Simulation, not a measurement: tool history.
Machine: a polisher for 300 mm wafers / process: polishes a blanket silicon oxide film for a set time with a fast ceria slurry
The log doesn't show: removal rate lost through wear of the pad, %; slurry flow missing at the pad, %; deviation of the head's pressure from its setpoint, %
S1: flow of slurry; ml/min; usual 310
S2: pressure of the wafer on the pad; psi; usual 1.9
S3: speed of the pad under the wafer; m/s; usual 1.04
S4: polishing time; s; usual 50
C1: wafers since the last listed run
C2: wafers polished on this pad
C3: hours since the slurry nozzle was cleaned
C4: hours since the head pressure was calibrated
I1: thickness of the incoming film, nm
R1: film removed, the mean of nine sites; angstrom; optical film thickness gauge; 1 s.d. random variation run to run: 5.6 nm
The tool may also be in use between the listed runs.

| run | hour | S1 | S2 | S3 | S4 | C1 | C2 | C3 | C4 | I1 | R1 |
|---|---|---|---|---|---|---|---|---|---|---|---|
| 1 | 0 | 310 | 1.9 | 1.04 | 50 | 0 | 2482 | 402.1 | 363.6 | 1593.2 | 5894 |
| 2 | 72.7 | 310 | 1.9 | 1.04 | 50 | 891 | 3373 | 474.8 | 436.3 | 1600 | 5968 |
| 3 | 130.4 | 310 | 1.9 | 1.18 | 50 | 707 | 4080 | 532.5 | 494 | 1617.2 | 6772 |
| 4 | 186.2 | 310 | 1.4 | 1.04 | 50 | 683 | 4764 | 588.3 | 549.8 | 1599.8 | 4420 |
|  | 192.7 | slurry nozzle cleaned |
|  | 212.9 | worn pad replaced by a new one |
| 5 | 242.4 | 310 | 1.9 | 1.04 | 50 | 627 | 361 | 49.7 | 606 | 1624 | 6047 |
| 6 | 325.6 | 310 | 1.9 | 1.04 | 50 | 1019 | 1381 | 132.9 | 689.2 | 1587.6 | 6087 |
| 7 | 395.1 | 310 | 1.9 | 1.04 | 50 | 851 | 2233 | 202.4 | 758.7 | 1612.4 | 6148 |
| 8 | 470.3 | 310 | 1.9 | 1.04 | 58 | 921 | 3155 | 277.6 | 833.9 | 1579.8 | 7031 |
| 9 | 535.5 | 310 | 1.9 | 1.04 | 58 | 799 | 3954 | 342.8 | 899.1 | 1586.9 | 7177 |
| 10 | 632.8 | 310 | 1.9 | 1.04 | 50 | 1192 | 5146 | 440.1 | 996.4 | 1618.6 | 6083 |
|  | 643 | worn pad replaced by a new one |
|  | 661.8 | slurry nozzle cleaned |
| 11 | 687 | 310 | 1.9 | 1.04 | 50 | 603 | 527 | 25.2 | 1050.6 | 1579.1 | 6206 |
|  | 705.7 | head pressure recalibrated |
| 12 | 777.3 | 310 | 1.9 | 1.04 | 50 | 1082 | 1609 | 115.5 | 71.6 | 1599.6 | 5704 |
| 13 | 883.1 | 310 | 1.9 | 1.04 | 50 | 1296 | 2906 | 221.3 | 177.4 | 1587.5 | 5787 |
| 14 | 968.2 | 310 | 1.9 | 1.04 | 58 | 1043 | 3949 | 306.4 | 262.5 | 1557.6 | 6924 |
|  | 1019.9 | worn pad replaced by a new one |
| 15 | 1061.7 | 310 | 1.2 | 1.04 | 57 | 1096 | 512 | 399.9 | 356 | 1584.9 | 4356 |
| 16 | 1161.8 | 310 | 2.6 | 1.04 | 38 | 1226 | 1739 | 500 | 456.1 | 1606.3 | 6267 |
|  | 1178.4 | slurry nozzle cleaned |
| 17 | 1254.9 | 310 | 1.9 | 1.04 | 50 | 1128 | 2868 | 76.5 | 549.2 | 1568.6 | 6118 |
| 18 | 1291.8 | 310 | 2.1 | 1.26 | 67 | 452 | 3320 | 113.4 | 586.1 | 1560 | 10790 |
|  | 1420.8 | worn pad replaced by a new one |
| 19 | 1569.7 | 310 | 1.9 | 1.04 | 50 | 3357 | 1825 | 391.3 | 864 | 1584.5 | 6131 |
| 20 | 1658.9 | 395 | 1.9 | 1.04 | 59 | 1093 | 2918 | 480.5 | 953.2 | 1568.7 | 7427 |
|  | 1686 | slurry nozzle cleaned |
| 21 | 1737 | 380 | 1.9 | 1.26 | 50 | 945 | 3863 | 51 | 1031.3 | 1612.9 | 7778 |
|  | 1798.2 | worn pad replaced by a new one |
| 22 | 1798.7 | 265 | 1.7 | 1.34 | 50 | 707 | 6 | 112.7 | 1093 | 1591.4 | 7054 |
| 23 | 1853.5 | 310 | 1.9 | 1.04 | 50 | 671 | 678 | 167.5 | 1147.8 | 1591.1 | 6239 |
| 24 | 1928 | 310 | 1.9 | 1.04 | 63 | 913 | 1591 | 242 | 1222.3 | 1571.9 | 7728 |
|  | 1983.6 | head pressure recalibrated |
| 25 | 2052.8 | 310 | 1.9 | 1.04 | 50 | 1505 | 3096 | 366.8 | 69.2 | 1622.6 | 5616 |
| 26 | 2124.6 | 310 | 1.3 | 1.04 | 50 | 880 | 3976 | 438.6 | 141 | 1588.1 | 3845 |
| 27 | 2194.3 | 310 | 2.2 | 1.04 | 38 | 854 | 4830 | 508.3 | 210.7 | 1587.2 | 5121 |

Per-run results on a tool with no hidden state, each run keeping its own random variation:
| run | R1 |
|---|---|
| 1 | 5495 |
| 2 | 5521 |
| 3 | 6232 |
| 4 | 4050 |
| 5 | 5519 |
| 6 | 5529 |
| 7 | 5566 |
| 8 | 6347 |
| 9 | 6465 |
| 10 | 5464 |
| 11 | 5568 |
| 12 | 5534 |
| 13 | 5485 |
| 14 | 6469 |
| 15 | 4019 |
| 16 | 5721 |
| 17 | 5542 |
| 18 | 9749 |
| 19 | 5467 |
| 20 | 6605 |
| 21 | 6904 |
| 22 | 6253 |
| 23 | 5526 |
| 24 | 6837 |
| 25 | 5493 |
| 26 | 3698 |
| 27 | 4861 |
